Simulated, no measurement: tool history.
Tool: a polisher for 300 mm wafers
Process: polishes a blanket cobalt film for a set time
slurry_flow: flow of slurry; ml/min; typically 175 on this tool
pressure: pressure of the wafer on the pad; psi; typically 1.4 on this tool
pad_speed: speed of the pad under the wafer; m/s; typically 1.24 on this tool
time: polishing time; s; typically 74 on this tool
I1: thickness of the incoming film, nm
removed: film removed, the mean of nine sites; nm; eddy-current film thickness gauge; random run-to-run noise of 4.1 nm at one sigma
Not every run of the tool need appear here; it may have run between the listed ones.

Run 1, hour 0.0: usual settings; I1 1117.8. Result: removed 329.9 nm.
At hour 0.6: slurry nozzle cleaned.
Run 2, hour 102.6: usual settings; I1 1093.0. Result: removed 335.7 nm.
At hour 197.9: worn pad replaced by a new one.
Run 3, hour 198.4: usual settings; I1 1111.5. Result: removed 329.5 nm.
Run 4, hour 256.1: usual settings; I1 1131.1. Result: removed 329.9 nm.
Run 5, hour 339.3: usual settings; I1 1121.3. Result: removed 328.7 nm.
Run 6, hour 377.7: usual settings; I1 1089.3. Result: removed 323.1 nm.
Run 7, hour 453.7: usual settings; I1 1102.7. Result: removed 329.6 nm.
At hour 499.9: worn pad replaced by a new one.
Run 8, hour 508.5: usual settings; I1 1091.3. Result: removed 324.9 nm.
Run 9, hour 547.1: usual settings; I1 1122.6. Result: removed 321.0 nm.
Run 10, hour 614.2: usual settings; I1 1126.6. Result: removed 310.7 nm.
At hour 664.4: head pressure recalibrated.
At hour 672.9: slurry nozzle cleaned.
Run 11, hour 690.5: usual settings but slurry_flow 145 ml/min, pressure 1.2 psi, pad_speed 0.84 m/s, time 88 s; I1 1135.7. Result: removed 248.8 nm.
Run 12, hour 747.2: usual settings but slurry_flow 190 ml/min, pressure 1.1 psi, time 93 s; I1 1109.6. Result: removed 383.0 nm.
At hour 782.3: worn pad replaced by a new one, of another model than before.
Run 13, hour 790.7: usual settings; I1 1109.3. Result: removed 340.3 nm.
Run 14, hour 859.3: usual settings; I1 1087.0. Result: removed 345.3 nm.
At hour 1101.1: worn pad replaced by a new one.
Run 15, hour 1169.9: usual settings but slurry_flow 230 ml/min, pad_speed 0.98 m/s; I1 1112.7. Result: removed 301.8 nm.
Run 16, hour 1250.1: usual settings; I1 1102.9. Result: removed 331.5 nm.
At hour 1305.6: head pressure recalibrated.
Run 17, hour 1330.3: usual settings but slurry_flow 155 ml/min, pressure 1.7 psi, pad_speed 1.66 m/s, time 49 s; I1 1122.8. Result: removed 278.3 nm.
Run 18, hour 1367.5: usual settings but slurry_flow 200 ml/min, pressure 1.2 psi, time 81 s; I1 1108.6. Result: removed 372.5 nm.
At hour 1374.5: slurry nozzle cleaned.
At hour 1417.9: worn pad replaced by a new one.
Run 19, hour 1424.1: usual settings but slurry_flow 135 ml/min, pad_speed 1.48 m/s; I1 1110.7. Result: removed 351.7 nm.
Run 20, hour 1486.8: usual settings; I1 1118.2. Result: removed 342.6 nm.

How would selected steps in removed from run to run divide? Give the signed amount a tool lacking its hidden state would still show from settings, what came in and random variation, and the signed amount left for the hidden state, including any gauge scatter that is not in both of the compared results.
Hidden state at play: removal rate lost through wear of the pad, %; slurry flow missing at the pad, %; deviation of the head's pressure from its setpoint, %.
Run 10 -> 11: slurry_flow 175 -> 145, pressure 1.4 -> 1.2, pad_speed 1.24 -> 0.84, time 74 -> 88, head pressure recalibrated, slurry nozzle cleaned. removed -61.9 nm: hidden state +27.4, all else -89.3.
Run 11 -> 12: slurry_flow 145 -> 190, pressure 1.2 -> 1.1, pad_speed 0.84 -> 1.24, time 88 -> 93. removed +134.2 nm: hidden state -0.5, all else +134.7.
Run 16 -> 17: slurry_flow 175 -> 155, pressure 1.4 -> 1.7, pad_speed 1.24 -> 1.66, time 74 -> 49, head pressure recalibrated. removed -53.2 nm: hidden state +10.2, all else -63.4.
Run 17 -> 18: slurry_flow 155 -> 200, pressure 1.7 -> 1.2, pad_speed 1.66 -> 1.24, time 49 -> 81. removed +94.2 nm: hidden state +0.0, all else +94.2.

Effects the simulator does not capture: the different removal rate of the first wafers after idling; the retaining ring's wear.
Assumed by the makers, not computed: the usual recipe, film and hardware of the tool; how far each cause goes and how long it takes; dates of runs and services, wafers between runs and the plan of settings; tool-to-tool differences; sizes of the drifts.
